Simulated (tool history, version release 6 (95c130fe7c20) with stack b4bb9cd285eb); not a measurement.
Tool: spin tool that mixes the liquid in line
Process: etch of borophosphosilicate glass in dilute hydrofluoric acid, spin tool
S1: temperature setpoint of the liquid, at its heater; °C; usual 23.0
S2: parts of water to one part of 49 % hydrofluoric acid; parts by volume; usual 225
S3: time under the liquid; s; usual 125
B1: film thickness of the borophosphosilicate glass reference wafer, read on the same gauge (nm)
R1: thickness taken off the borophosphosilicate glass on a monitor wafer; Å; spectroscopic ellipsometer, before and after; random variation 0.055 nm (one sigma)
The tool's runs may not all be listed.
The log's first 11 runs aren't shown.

Run 12, hour 271.9: usual settings but S1 19.0 °C, S2 180 parts by volume, S3 75 s; B1 40.85. Result: R1 79.9 Å.
Run 13, hour 286.7: usual settings but S2 315 parts by volume, S3 155 s; B1 40.93. Result: R1 95.3 Å.
Run 14, hour 309.9: usual settings; B1 40.92. Result: R1 118.5 Å.
Run 15, hour 340.0: usual settings but S3 165 s; B1 40.94. Result: R1 157.4 Å.
Run 16, hour 373.0: usual settings; B1 40.97. Result: R1 118.3 Å.
Run 17, hour 398.5: usual settings but S1 20.0 °C, S2 160 parts by volume, S3 170 s; B1 40.99. Result: R1 216.0 Å.
Run 18, hour 412.6: usual settings but S2 180 parts by volume; B1 40.98. Result: R1 155.4 Å.
Run 19, hour 427.0: usual settings but S1 26.5 °C, S2 335 parts by volume; B1 41.01. Result: R1 80.9 Å.
At hour 429.3: thermometer replaced.
Run 20, hour 446.5: usual settings but S1 25.0 °C, S2 190 parts by volume, S3 180 s; B1 41.04. Result: R1 227.3 Å.
Run 21, hour 480.3: usual settings but S2 180 parts by volume, S3 55 s; B1 41.10. Result: R1 68.0 Å.
At hour 482.8: gauge calibrated.
Run 22, hour 514.9: usual settings but S3 100 s; B1 40.01. Result: R1 92.0 Å.
Run 23, hour 532.6: usual settings but S1 21.0 °C, S3 170 s; B1 40.03. Result: R1 146.8 Å.
Run 24, hour 552.3: usual settings but S1 25.0 °C, S2 190 parts by volume, S3 180 s; B1 40.06. Result: R1 221.1 Å.
Run 25, hour 587.0: usual settings but S2 165 parts by volume, S3 185 s; B1 40.07. Result: R1 250.8 Å.
Run 26, hour 604.3: usual settings but S1 18.0 °C, S2 155 parts by volume, S3 200 s; B1 40.13. Result: R1 237.5 Å.
Run 27, hour 623.2: usual settings; B1 40.09. Result: R1 117.0 Å.
Run 28, hour 652.6: usual settings but S2 300 parts by volume; B1 40.11. Result: R1 81.9 Å.
Run 29, hour 671.6: usual settings; B1 40.17. Result: R1 116.9 Å.
Run 30, hour 701.5: usual settings but S1 21.5 °C, S2 290 parts by volume, S3 65 s; B1 40.19. Result: R1 41.5 Å.
Run 31, hour 733.2: usual settings; B1 40.18. Result: R1 116.5 Å.
Run 32, hour 759.2: usual settings but S1 18.5 °C, S2 265 parts by volume; B1 40.22. Result: R1 80.3 Å.

4 ways to go on from here, each from the tool as it stands after run 32. What would each give?
Run A, hour 759.7: usual settings but S2 290 parts by volume; B1 ?. Result: R1 ?.
Run B, hour 759.7: usual settings but S1 25.0 °C, S2 305 parts by volume, S3 170 s; B1 ?. Result: R1 ?.
Run C, hour 759.7: usual settings but S1 19.0 °C, S2 325 parts by volume; B1 ?. Result: R1 ?.
Run D, hour 759.7: usual settings but S2 280 parts by volume, S3 75 s; B1 ?. Result: R1 ?.

run     B1     R1
  A  40.23   84.6
  B  40.23  115.6
  C  40.23   63.4
  D  40.23   53.1
Without the tool's hidden state the same runs would have given:
run     R1
  A   84.1
  B  114.9
  C   63.0
  D   52.8
